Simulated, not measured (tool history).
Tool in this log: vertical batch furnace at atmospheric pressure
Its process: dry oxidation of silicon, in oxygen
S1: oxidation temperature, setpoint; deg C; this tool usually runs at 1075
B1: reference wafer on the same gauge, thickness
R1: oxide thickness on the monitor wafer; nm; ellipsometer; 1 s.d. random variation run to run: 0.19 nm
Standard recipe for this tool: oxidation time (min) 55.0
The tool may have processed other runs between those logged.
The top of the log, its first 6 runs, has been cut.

run 7 hour=277.7 | S1=1081 oxidation_time_(min)=37.5 | B1=85.32 | R1=75.92
run 8 hour=334.6 | S1=1081 oxidation_time_(min)=37.5 | B1=85.28 | R1=75.87
run 9 hour=394.2 | S1=1075 oxidation_time_(min)=55.0 | B1=85.28 | R1=92.60
-- hour=422.0 boat lift adjusted
run 10 hour=446.7 | S1=1075 oxidation_time_(min)=55.0 | B1=85.27 | R1=95.28
run 11 hour=484.1 | S1=1075 oxidation_time_(min)=55.0 | B1=85.29 | R1=95.10
run 12 hour=515.5 | S1=1075 oxidation_time_(min)=55.0 | B1=85.32 | R1=94.94
run 13 hour=575.3 | S1=1089 oxidation_time_(min)=55.0 | B1=85.23 | R1=105.98
run 14 hour=620.2 | S1=1089 oxidation_time_(min)=55.0 | B1=85.28 | R1=105.89
run 15 hour=652.8 | S1=1075 oxidation_time_(min)=55.0 | B1=85.30 | R1=95.39
run 16 hour=722.9 | S1=1075 oxidation_time_(min)=55.0 | B1=85.32 | R1=94.98
run 17 hour=770.8 | S1=1057 oxidation_time_(min)=69.5 | B1=85.30 | R1=95.72
run 18 hour=812.1 | S1=1075 oxidation_time_(min)=63.5 | B1=85.30 | R1=104.12
run 19 hour=861.1 | S1=1066 oxidation_time_(min)=79.0 | B1=85.35 | R1=112.36
-- hour=896.8 gauge calibrated
run 20 hour=900.7 | S1=1093 oxidation_time_(min)=80.5 | B1=85.35 | R1=137.99
run 21 hour=938.5 | S1=1075 oxidation_time_(min)=55.0 | B1=85.33 | R1=95.27
run 22 hour=964.4 | S1=1082 oxidation_time_(min)=69.5 | B1=85.31 | R1=116.34
run 23 hour=988.9 | S1=1052 oxidation_time_(min)=64.5 | B1=85.33 | R1=88.04

Forecast run 24:
run 24 hour=1039.5 | S1=1075 oxidation_time_(min)=55.0 | B1=? | R1=?

B1: 85.25
R1: 95.51 nm
Minus the tool's unlogged condition, the same run would have read R1 92.43 nm.
